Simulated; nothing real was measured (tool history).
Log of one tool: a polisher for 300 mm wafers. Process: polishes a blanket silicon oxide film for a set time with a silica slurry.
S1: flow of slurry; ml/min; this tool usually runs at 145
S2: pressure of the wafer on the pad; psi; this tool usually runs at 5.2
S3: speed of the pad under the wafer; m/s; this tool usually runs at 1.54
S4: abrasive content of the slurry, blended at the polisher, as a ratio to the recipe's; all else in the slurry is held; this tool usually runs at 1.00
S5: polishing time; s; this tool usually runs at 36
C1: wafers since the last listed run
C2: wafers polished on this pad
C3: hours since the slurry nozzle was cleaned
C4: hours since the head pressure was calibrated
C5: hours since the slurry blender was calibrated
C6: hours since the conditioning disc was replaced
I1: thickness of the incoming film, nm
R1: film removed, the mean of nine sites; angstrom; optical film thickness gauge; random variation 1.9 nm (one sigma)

run     day   S1   S2    S3    S4  S5    C1    C2     C3      C4     C5     C6     I1    R1
  1   0.000  185  6.9  1.54  1.00  36     0   712   32.5  1315.2  297.6   37.0  771.0  3066
      0.112  -- head pressure recalibrated
  2   2.558  130  5.2  1.54  1.00  36   647  1359   93.9    58.7  359.0   98.4  757.9  2216
  3   4.850  145  5.2  1.54  1.00  36   599  1958  148.9   113.7  414.0  153.4  763.1  2263
  4   6.067  145  5.2  1.54  1.00  36   318  2276  178.1   142.9  443.2  182.6  757.3  2228
  5   8.104  165  5.2  1.54  0.75  36   532  2809  227.0   191.8  492.1  231.5  767.3  1868
  6   9.796   95  5.2  1.54  0.80  41   442  3251  267.6   232.4  532.7  272.1  761.1  1981
  7  12.029  145  4.1  1.54  1.00  36   583  3835  321.2   286.0  586.3  325.7  758.4  1767
     12.567  -- slurry blender recalibrated
  8  13.817  145  6.3  1.90  1.00  43   445  4281  364.1   328.9   30.0  368.6  783.3  3624
  9  15.571  145  5.2  1.54  1.00  36   458  4739  406.2   371.0   72.1  410.7  776.7  2267
 10  18.396  145  3.4  1.54  1.15  36   738  5478  474.0   438.8  139.9  478.5  767.5  1599
 11  20.333  145  5.2  1.54  1.00  36   506  5984  520.5   485.3  186.4  525.0  775.2  2248
     21.508  -- conditioning disc replaced and pad reconditioned
     21.829  -- slurry nozzle cleaned
     21.988  -- worn pad replaced by a new one
 12  22.350  145  4.1  1.54  1.00  36   453    94   12.5   533.7  234.8   20.2  769.1  1780
 13  28.450  170  5.2  1.54  0.75  36  1594  1689  158.9   680.1  381.2  166.6  772.8  1871
 14  34.604  145  5.2  1.54  1.00  36  1608  3298  306.6   827.8  528.9  314.3  756.4  2254
 15  36.000  145  6.0  1.54  1.00  28   364  3663  340.1   861.3  562.4  347.8  769.9  1993
     37.442  -- slurry blender recalibrated
 16  38.733  145  5.8  1.86  1.00  36   692  4356  405.7   926.9   31.0  413.4  777.7  2782
 17  41.200  145  4.4  1.54  1.00  36   644  5000  464.9   986.1   90.2  472.6  776.9  1940
 18  43.075  145  5.8  1.86  1.00  36   490  5491  509.9  1031.1  135.2  517.6  771.5  2764
     44.188  -- conditioning disc replaced and pad reconditioned
 19  44.400  185  5.2  1.54  1.00  36   324  5815  541.7  1062.9  167.0    5.1  767.6  2350
     46.483  -- worn pad replaced by a new one
 20  46.504  180  5.2  1.20  0.85  36   506     4  592.2  1113.4  217.5   55.6  764.6  1881
 21  47.567  145  6.3  1.54  1.00  23   277   282  617.7  1138.9  243.0   81.1  776.3  1734
     48.329  -- head pressure recalibrated
 22  49.662  145  5.2  1.68  1.00  36   526   808  668.0    32.0  293.3  131.4  765.1  2328
 23  50.883  145  5.2  1.54  1.00  36   319  1127  697.3    61.3  322.6  160.7  772.4  2250
     51.512  -- slurry nozzle cleaned
 24  53.721  145  5.2  1.54  1.00  29   730  1858   53.0   129.4  390.7  228.8  770.5  1825

Here are 5 independent what-if runs from the current tool condition. What would each one return?
  A  53.738  145  5.2  1.54  1.00  36   4  1863  53.4  129.8  391.1  229.2  751.9   ?
  B  53.738  145  4.7  1.04  1.30  25   4  1863  53.4  129.8  391.1  229.2  751.9   ?
  C  53.738  145  3.7  1.28  1.15  24   4  1863  53.4  129.8  391.1  229.2  751.9   ?
  D  53.738  145  5.2  1.26  1.00  41   4  1863  53.4  129.8  391.1  229.2  751.9   ?
  E  53.738  145  3.4  1.54  0.80  36   4  1863  53.4  129.8  391.1  229.2  751.9   ?

run    R1
  A  2257
  B  1371
  C  1064
  D  2344
  E  1263
Without the tool's unlogged condition, the same runs would have read:
run    R1
  A  2257
  B  1371
  C  1064
  D  2344
  E  1263
